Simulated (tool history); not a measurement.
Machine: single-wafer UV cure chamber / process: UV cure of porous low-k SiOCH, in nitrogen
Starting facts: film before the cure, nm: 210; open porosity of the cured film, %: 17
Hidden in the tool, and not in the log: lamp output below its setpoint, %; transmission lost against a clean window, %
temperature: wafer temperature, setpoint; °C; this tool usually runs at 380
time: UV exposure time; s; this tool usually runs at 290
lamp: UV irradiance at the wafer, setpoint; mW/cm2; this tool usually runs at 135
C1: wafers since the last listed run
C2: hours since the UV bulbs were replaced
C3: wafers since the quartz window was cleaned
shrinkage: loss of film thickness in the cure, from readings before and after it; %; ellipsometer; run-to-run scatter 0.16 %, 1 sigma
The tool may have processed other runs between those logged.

{"run": 1, "hour": 0.0, "temperature": 380, "time": 290, "lamp": 135, "C1": 0, "C2": 1202.1, "C3": 796, "shrinkage": 13.013}
{"run": 2, "hour": 61.8, "temperature": 380, "time": 290, "lamp": 135, "C1": 427, "C2": 1263.9, "C3": 1224, "shrinkage": 12.661}
{"run": 3, "hour": 101.1, "temperature": 380, "time": 290, "lamp": 151, "C1": 272, "C2": 1303.2, "C3": 1496, "shrinkage": 13.304}
{"run": 4, "hour": 174.0, "temperature": 380, "time": 290, "lamp": 151, "C1": 504, "C2": 1376.1, "C3": 2000, "shrinkage": 12.847}
{"run": 5, "hour": 212.3, "temperature": 380, "time": 290, "lamp": 135, "C1": 265, "C2": 1414.4, "C3": 2266, "shrinkage": 12.343}
{"run": 6, "hour": 297.0, "temperature": 380, "time": 290, "lamp": 135, "C1": 586, "C2": 1499.1, "C3": 2852, "shrinkage": 12.22}
{"hour": 339.6, "done": "quartz window cleaned"}
{"run": 7, "hour": 353.9, "temperature": 369, "time": 290, "lamp": 135, "C1": 338, "C2": 1556, "C3": 98, "shrinkage": 12.39}
{"run": 8, "hour": 420.1, "temperature": 380, "time": 290, "lamp": 135, "C1": 458, "C2": 1622.2, "C3": 557, "shrinkage": 12.804}
{"run": 9, "hour": 523.8, "temperature": 380, "time": 290, "lamp": 135, "C1": 717, "C2": 1725.9, "C3": 1274, "shrinkage": 12.644}

Expected results for the next run?
{"run": 10, "hour": 628.2, "temperature": 398, "time": 290, "lamp": 98, "C1": 722, "C2": 1830.3, "C3": 1997, "shrinkage": "?"}

Run 10 measured shrinkage 11.174 %.
Minus the tool's unlogged condition, the same run would have read shrinkage 12.173 %.

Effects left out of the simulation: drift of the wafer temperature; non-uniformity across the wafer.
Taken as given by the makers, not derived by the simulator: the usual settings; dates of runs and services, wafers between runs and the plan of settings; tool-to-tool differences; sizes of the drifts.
